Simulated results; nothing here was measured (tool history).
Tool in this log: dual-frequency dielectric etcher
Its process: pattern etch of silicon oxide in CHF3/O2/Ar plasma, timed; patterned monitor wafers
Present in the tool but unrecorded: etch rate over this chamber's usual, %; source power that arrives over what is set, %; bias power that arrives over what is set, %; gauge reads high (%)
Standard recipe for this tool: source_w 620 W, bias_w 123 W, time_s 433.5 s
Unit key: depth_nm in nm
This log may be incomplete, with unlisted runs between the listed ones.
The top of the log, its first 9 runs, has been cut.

run	hour	source_w	bias_w	time_s	wafers since the last listed run	hours since the last wet clean	hours since the last source power generator calibration	hours since the last bias power generator calibration	hours since the last upper electrode change	hours since the gauge calibration	read-back reference wafer on the same gauge, depth_nm	depth_nm
10	666.6	620	123	433.5	197	90.7	658.8	743.4	452.7	705.4	760.3	675.2
11	726.0	620	123	433.5	183	150.1	718.2	802.8	512.1	764.8	760.5	675.3
12	767.3	560	123	509.5	127	191.4	759.5	844.1	553.4	806.1	759.7	771.7
13	792.3	620	97	390.0	77	216.4	784.5	869.1	578.4	831.1	760.3	573.9
14	816.6	620	123	433.5	74	240.7	808.8	893.4	602.7	855.4	760.2	676.8
15	884.2	620	123	433.5	208	308.3	876.4	961.0	670.3	923.0	759.8	675.7
16	911.7	700	98	433.5	84	335.8	903.9	988.5	697.8	950.5	760.2	665.7
17	969.3	480	114	433.5	177	393.4	961.5	1046.1	755.4	1008.1	760.4	621.2
18	995.8	700	123	433.5	81	419.9	988.0	1072.6	781.9	1034.6	759.9	702.4
19	1029.7	770	123	558.5	104	453.8	1021.9	1106.5	815.8	1068.5	760.1	926.1
20	1059.8	620	123	433.5	92	483.9	1052.0	1136.6	845.9	1098.6	760.5	676.2
# hour 1085.0: wet clean of the chamber
21	1117.2	620	99	480.0	103	32.2	1109.4	1194.0	903.3	1156.0	759.6	710.8
22	1179.4	620	140	394.5	191	94.4	1171.6	1256.2	965.5	1218.2	760.0	637.7
23	1234.0	560	140	371.5	168	149.0	1226.2	1310.8	1020.1	1272.8	759.8	585.0
24	1288.9	690	151	523.5	169	203.9	1281.1	1365.7	1075.0	1327.7	760.2	892.5
25	1334.7	550	138	433.5	141	249.7	1326.9	1411.5	1120.8	1373.5	760.2	676.7
26	1384.3	550	154	470.5	153	299.3	1376.5	1461.1	1170.4	1423.1	759.4	756.8
# hour 1420.3: gauge calibrated
27	1427.6	530	123	357.5	133	342.6	1419.8	1504.4	1213.7	7.3	760.1	536.9
28	1495.9	620	148	539.5	210	410.9	1488.1	1572.7	1282.0	75.6	760.1	885.3
29	1566.3	620	145	433.5	217	481.3	1558.5	1643.1	1352.4	146.0	760.1	711.8
30	1634.8	620	123	558.5	211	549.8	1627.0	1711.6	1420.9	214.5	760.2	871.0

What if the next run were any one of these 4? Each begins from the tool's condition after run 30:
A	1635.3	620	123	433.5	1	550.3	1627.5	1712.1	1421.4	215.0	?	?
B	1635.3	620	145	514.0	1	550.3	1627.5	1712.1	1421.4	215.0	?	?
C	1635.3	760	110	377.5	1	550.3	1627.5	1712.1	1421.4	215.0	?	?
D	1635.3	720	123	318.0	1	550.3	1627.5	1712.1	1421.4	215.0	?	?

run	read-back reference wafer on the same gauge, depth_nm	depth_nm
A	759.9	677.1
B	759.9	839.0
C	759.9	608.9
D	759.9	519.0
Take away the tool's hidden state, keep each run's random variation, and the runs would have read:
run	depth_nm
A	671.1
B	831.6
C	603.4
D	514.4
